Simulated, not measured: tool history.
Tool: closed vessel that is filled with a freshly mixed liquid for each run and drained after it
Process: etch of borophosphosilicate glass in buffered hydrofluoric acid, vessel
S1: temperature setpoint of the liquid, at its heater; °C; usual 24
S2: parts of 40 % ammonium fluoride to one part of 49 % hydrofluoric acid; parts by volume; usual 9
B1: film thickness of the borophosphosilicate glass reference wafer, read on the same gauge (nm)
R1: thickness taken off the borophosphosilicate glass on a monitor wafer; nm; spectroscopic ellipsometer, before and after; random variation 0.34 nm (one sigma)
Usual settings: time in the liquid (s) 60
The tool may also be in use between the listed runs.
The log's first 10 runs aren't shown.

At day 13.504: gauge calibrated.
Run 11, day 14.3: usual settings; B1 30.01. Result: R1 92.44 nm.
Run 12, day 15.079: usual settings; B1 30. Result: R1 91.43 nm.
Run 13, day 15.596: usual settings but S1 26 °C; B1 29.98. Result: R1 102.36 nm.
Run 14, day 18.208: usual settings but S1 20.5 °C, time in the liquid (s) 35; B1 29.98. Result: R1 43.75 nm.
Run 15, day 19.05: usual settings but S1 22 °C, time in the liquid (s) 45; B1 30.01. Result: R1 61.41 nm.
At day 19.308: thermometer replaced.
Run 16, day 20.371: usual settings; B1 30.02. Result: R1 91.32 nm.
Run 17, day 20.888: usual settings but S1 28.5 °C, S2 6 parts by volume, time in the liquid (s) 35; B1 30.01. Result: R1 99.87 nm.
Run 18, day 21.896: usual settings; B1 29.99. Result: R1 91.21 nm.
Run 19, day 22.992: usual settings but S1 26 °C, S2 11 parts by volume, time in the liquid (s) 90; B1 30. Result: R1 124.91 nm.
Run 20, day 23.938: usual settings but S2 10 parts by volume; B1 30.03. Result: R1 82.36 nm.
At day 24.133: hydrofluoric acid flow meter replaced.
Run 21, day 25.317: usual settings but S1 22.5 °C, S2 12 parts by volume, time in the liquid (s) 75; B1 30. Result: R1 85.9 nm.
Run 22, day 28.896: usual settings but S1 28.5 °C, S2 11 parts by volume, time in the liquid (s) 50; B1 30. Result: R1 85.75 nm.
Run 23, day 29.446: usual settings; B1 30.04. Result: R1 95.47 nm.
Run 24, day 29.975: usual settings but S1 26.5 °C, S2 11 parts by volume; B1 29.99. Result: R1 92.47 nm.
Run 25, day 30.971: usual settings but S2 6.5 parts by volume, time in the liquid (s) 30; B1 30.01. Result: R1 66.52 nm.
Run 26, day 31.875: usual settings; B1 29.98. Result: R1 95.58 nm.
At day 32.683: gauge calibrated.
Run 27, day 33.079: usual settings but S2 10 parts by volume; B1 29.97. Result: R1 88.73 nm.
Run 28, day 33.862: usual settings but S2 12 parts by volume; B1 30. Result: R1 73.88 nm.
Run 29, day 34.562: usual settings but time in the liquid (s) 45; B1 30.01. Result: R1 71.47 nm.
Run 30, day 35.6: usual settings but S1 26.5 °C, S2 7.5 parts by volume; B1 29.99. Result: R1 131.29 nm.
Run 31, day 36.788: usual settings; B1 29.99. Result: R1 95.13 nm.

5 ways to go on from here, each from the tool as it stands after run 31. What would each give?
Run A, day 36.817: usual settings but time in the liquid (s) 85; B1 ?. Result: R1 ?.
Run B, day 36.817: usual settings but S1 20.5 °C, S2 6 parts by volume, time in the liquid (s) 80; B1 ?. Result: R1 ?.
Run C, day 36.817: usual settings but S1 27.5 °C, S2 7.5 parts by volume; B1 ?. Result: R1 ?.
Run D, day 36.817: usual settings but S1 21 °C, S2 11.5 parts by volume, time in the liquid (s) 70; B1 ?. Result: R1 ?.
Run E, day 36.817: usual settings but S1 20.5 °C; B1 ?. Result: R1 ?.

run     B1      R1
  A  30.02  133.43
  B  30.02  155.72
  C  30.02  136.85
  D  30.02   75.37
  E  30.02   77.84
Without the tool's hidden state the same runs would have given:
run      R1
  A  135.72
  B  159.44
  C   140.9
  D   77.38
  E   79.18
